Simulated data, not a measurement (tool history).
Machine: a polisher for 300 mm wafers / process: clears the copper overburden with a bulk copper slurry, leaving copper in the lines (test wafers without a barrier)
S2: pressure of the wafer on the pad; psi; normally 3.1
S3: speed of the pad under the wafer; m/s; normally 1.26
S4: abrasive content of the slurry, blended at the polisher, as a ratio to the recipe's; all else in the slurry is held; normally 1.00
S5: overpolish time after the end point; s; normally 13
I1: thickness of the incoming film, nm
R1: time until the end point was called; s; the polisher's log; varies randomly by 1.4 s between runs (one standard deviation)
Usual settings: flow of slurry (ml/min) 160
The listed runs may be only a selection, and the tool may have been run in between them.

Run 1, hour 0.0: usual settings; I1 1312.2. Result: R1 128.5 s.
Run 2, hour 50.9: usual settings; I1 1293.0. Result: R1 128.3 s.
Run 3, hour 128.9: usual settings; I1 1288.9. Result: R1 128.9 s.
Run 4, hour 200.5: usual settings; I1 1316.0. Result: R1 134.5 s.
At hour 216.9: slurry nozzle cleaned.
At hour 233.1: slurry blender recalibrated.
Run 5, hour 269.3: usual settings; I1 1321.0. Result: R1 134.6 s.
At hour 315.4: worn pad replaced by a new one, of another model than before.
Run 6, hour 357.8: usual settings; I1 1284.0. Result: R1 129.2 s.
Run 7, hour 430.3: usual settings; I1 1309.5. Result: R1 130.8 s.
Run 8, hour 471.9: usual settings; I1 1309.6. Result: R1 132.7 s.
Run 9, hour 568.9: usual settings but S3 1.04 m/s; I1 1310.7. Result: R1 153.1 s.
Run 10, hour 611.7: usual settings but S3 1.60 m/s, S4 0.90, S5 8 s; I1 1318.5. Result: R1 115.0 s.
At hour 626.2: head pressure recalibrated.
Run 11, hour 699.1: usual settings but flow of slurry (ml/min) 205, S2 3.8 psi, S4 0.70, S5 8 s; I1 1295.1. Result: R1 112.1 s.
Run 12, hour 744.4: usual settings; I1 1298.1. Result: R1 125.3 s.
At hour 809.3: slurry blender recalibrated.
Run 13, hour 825.4: usual settings but S5 15 s; I1 1315.6. Result: R1 125.6 s.
At hour 917.9: worn pad replaced by a new one.
Run 14, hour 918.4: usual settings but S2 2.2 psi; I1 1313.6. Result: R1 149.3 s.
Run 15, hour 1006.2: usual settings but S4 0.80; I1 1319.8. Result: R1 133.7 s.
Run 16, hour 1096.0: usual settings but S3 1.58 m/s; I1 1309.5. Result: R1 107.0 s.
Run 17, hour 1142.0: usual settings but S4 1.15, S5 19 s; I1 1306.9. Result: R1 124.8 s.
At hour 1150.0: slurry nozzle cleaned.
Run 18, hour 1192.2: usual settings but S4 1.10, S5 9 s; I1 1308.0. Result: R1 125.6 s.
Run 19, hour 1286.6: usual settings; I1 1321.7. Result: R1 130.7 s.
Run 20, hour 1360.9: usual settings but S4 0.80; I1 1306.6. Result: R1 134.0 s.
At hour 1363.2: slurry blender recalibrated.
Run 21, hour 1440.8: usual settings; I1 1320.5. Result: R1 128.9 s.
At hour 1459.1: worn pad replaced by a new one.
Run 22, hour 1544.2: usual settings; I1 1308.8. Result: R1 132.7 s.
At hour 1582.6: head pressure recalibrated.
Run 23, hour 1603.9: usual settings but S5 20 s; I1 1321.1. Result: R1 129.1 s.
Run 24, hour 1688.5: usual settings but S3 1.00 m/s; I1 1331.6. Result: R1 150.3 s.
Run 25, hour 1758.3: usual settings but S3 1.50 m/s; I1 1303.6. Result: R1 112.3 s.
Run 26, hour 1829.1: usual settings but flow of slurry (ml/min) 135, S2 4.0 psi, S3 1.02 m/s, S4 0.75; I1 1308.7. Result: R1 144.5 s.
At hour 1881.2: slurry blender recalibrated.
Run 27, hour 1899.4: usual settings but flow of slurry (ml/min) 185, S2 2.7 psi, S4 0.75, S5 20 s; I1 1296.0. Result: R1 137.8 s.
Run 28, hour 1994.9: usual settings; I1 1296.4. Result: R1 124.3 s.

4 ways to go on from here, each from the tool as it stands after run 28. What would each give?
Run A, hour 1995.4: usual settings; I1 1331.0. Result: R1 ?.
Run B, hour 1995.4: usual settings but S3 0.88 m/s; I1 1331.0. Result: R1 ?.
Run C, hour 1995.4: usual settings but flow of slurry (ml/min) 145, S2 4.1 psi; I1 1331.0. Result: R1 ?.
Run D, hour 1995.4: usual settings but S2 2.7 psi, S3 1.70 m/s; I1 1331.0. Result: R1 ?.

run     R1
  A  128.5
  B  162.5
  C  114.5
  D  110.7
With no hidden state in the tool, these same runs would have given:
run     R1
  A  127.4
  B  161.1
  C  113.5
  D  109.7
